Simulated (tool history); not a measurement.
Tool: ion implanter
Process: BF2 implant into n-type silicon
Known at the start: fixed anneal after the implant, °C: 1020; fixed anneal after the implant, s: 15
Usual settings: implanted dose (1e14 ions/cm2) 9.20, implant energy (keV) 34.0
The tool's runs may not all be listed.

| run | day | implanted dose (1e14 ions/cm2) | implant energy (keV) | read-back reference wafer on the same gauge, sheet resistance | sheet resistance of the implanted and annealed layer (ohm/square) |
|---|---|---|---|---|---|
| 1 | 0.000 | 9.20 | 34.0 | 115.99 | 139.84 |
| 2 | 11.462 | 9.20 | 34.0 | 115.97 | 139.95 |
| 3 | 15.500 | 9.20 | 34.0 | 115.96 | 139.62 |
| 4 | 18.904 | 9.20 | 34.0 | 116.03 | 139.31 |
| 5 | 23.375 | 9.20 | 34.0 | 116.05 | 139.77 |
| 6 | 26.842 | 7.04 | 34.0 | 115.97 | 166.61 |
| 7 | 29.754 | 7.04 | 34.0 | 115.96 | 165.42 |
| 8 | 33.325 | 7.04 | 34.0 | 116.00 | 166.14 |
| 9 | 36.400 | 9.20 | 34.0 | 115.99 | 138.82 |
| 10 | 38.212 | 9.20 | 34.0 | 116.00 | 140.11 |
| 11 | 40.538 | 9.20 | 34.0 | 115.96 | 139.00 |
| 12 | 44.392 | 9.20 | 34.0 | 116.00 | 139.06 |
| 13 | 47.029 | 9.20 | 34.0 | 115.97 | 139.06 |
| 14 | 57.600 | 9.20 | 34.0 | 115.97 | 138.87 |
|  | 59.271 | extraction supply calibrated |
| 15 | 60.429 | 11.14 | 34.0 | 115.96 | 124.39 |
| 16 | 63.608 | 11.14 | 34.0 | 116.09 | 124.30 |
| 17 | 67.600 | 9.20 | 34.0 | 115.94 | 137.69 |
| 18 | 69.475 | 9.20 | 34.0 | 116.01 | 137.85 |
| 19 | 71.633 | 10.16 | 42.5 | 115.99 | 121.11 |
| 20 | 75.762 | 9.20 | 34.0 | 116.00 | 137.42 |
|  | 77.988 | Faraday cup replaced and dose calibrated |
|  | 79.504 | extraction supply calibrated, repeated, since the last time left the tool worse |
| 21 | 79.525 | 9.92 | 39.0 | 115.94 | 128.22 |
| 22 | 83.058 | 11.77 | 29.5 | 115.98 | 130.87 |
| 23 | 85.842 | 7.16 | 24.5 | 116.05 | 178.48 |
| 24 | 89.729 | 8.09 | 34.0 | 116.01 | 151.49 |
|  | 91.733 | gauge calibrated |
| 25 | 92.325 | 8.18 | 27.0 | 116.06 | 161.84 |
| 26 | 96.283 | 11.06 | 25.5 | 115.98 | 142.30 |
| 27 | 98.962 | 6.50 | 37.5 | 115.99 | 174.37 |
| 28 | 101.867 | 7.18 | 43.0 | 115.96 | 157.47 |
| 29 | 105.083 | 11.21 | 27.5 | 116.05 | 136.81 |
| 30 | 108.371 | 7.04 | 34.0 | 115.99 | 166.20 |
| 31 | 112.388 | 8.41 | 34.0 | 115.95 | 147.85 |
| 32 | 114.771 | 7.39 | 34.0 | 116.01 | 160.84 |
| 33 | 117.954 | 9.20 | 34.0 | 115.93 | 139.43 |
| 34 | 121.696 | 7.48 | 40.5 | 115.99 | 153.13 |
| 35 | 124.029 | 9.20 | 34.0 | 116.02 | 140.10 |
| 36 | 126.783 | 9.20 | 34.0 | 116.07 | 139.36 |

5 ways to go on from here, each from the tool as it stands after run 36. What would each give?
| A | 126.800 | 9.20 | 24.0 | ? | ? |
| B | 126.800 | 11.90 | 28.0 | ? | ? |
| C | 126.800 | 11.59 | 34.0 | ? | ? |
| D | 126.800 | 7.43 | 26.0 | ? | ? |
| E | 126.800 | 7.77 | 42.5 | ? | ? |

| run | read-back reference wafer on the same gauge, sheet resistance | sheet resistance of the implanted and annealed layer (ohm/square) |
|---|---|---|
| A | 116.00 | 156.70 |
| B | 116.00 | 132.65 |
| C | 116.00 | 123.88 |
| D | 116.00 | 171.52 |
| E | 116.00 | 147.82 |
Without the tool's hidden state the same runs would have given:
| run | sheet resistance of the implanted and annealed layer (ohm/square) |
|---|---|
| A | 157.22 |
| B | 133.16 |
| C | 124.32 |
| D | 171.97 |
| E | 148.07 |
